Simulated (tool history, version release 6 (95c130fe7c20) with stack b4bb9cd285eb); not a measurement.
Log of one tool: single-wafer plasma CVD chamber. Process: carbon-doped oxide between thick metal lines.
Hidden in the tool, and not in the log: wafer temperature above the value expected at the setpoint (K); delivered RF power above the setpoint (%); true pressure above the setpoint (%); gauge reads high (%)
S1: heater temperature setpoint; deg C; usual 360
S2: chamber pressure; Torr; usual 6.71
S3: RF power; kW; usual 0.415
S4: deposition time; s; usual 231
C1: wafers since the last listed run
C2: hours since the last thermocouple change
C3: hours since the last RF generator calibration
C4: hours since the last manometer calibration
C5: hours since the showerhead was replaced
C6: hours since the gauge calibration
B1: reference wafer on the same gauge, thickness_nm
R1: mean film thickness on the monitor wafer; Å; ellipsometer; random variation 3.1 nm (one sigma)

run,hour,S1,S2,S3,S4,C1,C2,C3,C4,C5,C6,B1,R1
1,0,360,6.71,0.415,231,0,1241.2,551.2,1119.2,3194.4,33.6,1089.887,10198.35
2,9.8,360,6.71,0.395,231,74,1251,561,1129,3204.2,43.4,1089.651,9897.71
3,18.9,360,6.71,0.395,231,68,1260.1,570.1,1138.1,3213.3,52.5,1089.921,9901.32
4,33.2,360,6.71,0.395,231,108,1274.4,584.4,1152.4,3227.6,66.8,1090.112,9901.49
5,42,360,6.71,0.415,231,66,1283.2,593.2,1161.2,3236.4,75.6,1089.884,10226.91
6,55.7,360,6.71,0.415,231,103,1296.9,606.9,1174.9,3250.1,89.3,1089.91,10222.44
7,69.2,360,6.71,0.415,231,102,1310.4,620.4,1188.4,3263.6,102.8,1089.936,10159.57
8,77.8,360,6.71,0.415,231,65,1319,629,1197,3272.2,111.4,1090.21,10193.48
9,87.3,360,6.71,0.415,231,71,1328.5,638.5,1206.5,3281.7,120.9,1089.723,10152.44
# hour 99.8: capacitance manometer re-zeroed and calibrated
10,100.3,360,6.71,0.415,231,37,1341.5,651.5,0.5,3294.7,133.9,1090.15,10155.9
11,107.8,360,6.71,0.415,231,56,1349,659,8,3302.2,141.4,1089.873,10174.23
12,122,360,6.71,0.415,231,107,1363.2,673.2,22.2,3316.4,155.6,1090.137,10161.31
# hour 141.5: showerhead replaced
13,142,360,6.71,0.385,263,90,1383.2,693.2,42.2,0.5,175.6,1089.992,11006.06
14,145,360,6.71,0.415,231,22,1386.2,696.2,45.2,3.5,178.6,1090.81,10167.76
# hour 160.8: thermocouple changed; heater temperature recalibrated
# hour 165.1: RF generator calibrated
15,165.6,360,7.7,0.375,209,63,4.8,0.5,65.8,24.1,199.2,1089.932,8528.4
16,165.9,373,6.71,0.415,231,2,5.1,0.8,66.1,24.4,199.5,1089.841,9685.18
17,171.2,360,6.71,0.415,212,40,10.4,6.1,71.4,29.7,204.8,1089.957,9070.94
# hour 172.7: gauge calibrated
18,183,370,6.71,0.455,248,89,22.2,17.9,83.2,41.5,10.3,1089.826,11015.58
19,193.1,360,6.71,0.415,267,76,32.3,28,93.3,51.6,20.4,1089.771,11438.13
# hour 211.1: RF generator calibrated, repeated, since the last time left the tool worse
20,211.6,360,6.71,0.415,248,79,50.8,0.5,111.8,70.1,38.9,1089.573,11296.21
21,215.5,360,6.71,0.415,231,29,54.7,4.4,115.7,74,42.8,1089.942,10523.6
22,227.8,360,6.71,0.415,231,93,67,16.7,128,86.3,55.1,1090.222,10497.67
23,236.8,366,6.71,0.415,231,68,76,25.7,137,95.3,64.1,1090.538,10417.04

The same runs without the tool's hidden state, with the same run-to-run variation:
run,R1
1,10530.34
2,10224.75
3,10230.13
4,10232.79
5,10567.2
6,10564.75
7,10501.79
8,10538.08
9,10496.98
10,10502.29
11,10522.21
12,10510.61
13,11399.04
14,10519.93
15,9088.87
16,10297.02
17,9651.49
18,11736.31
19,12207.57
20,11307.91
21,10539.85
22,10530.25
23,10460.83
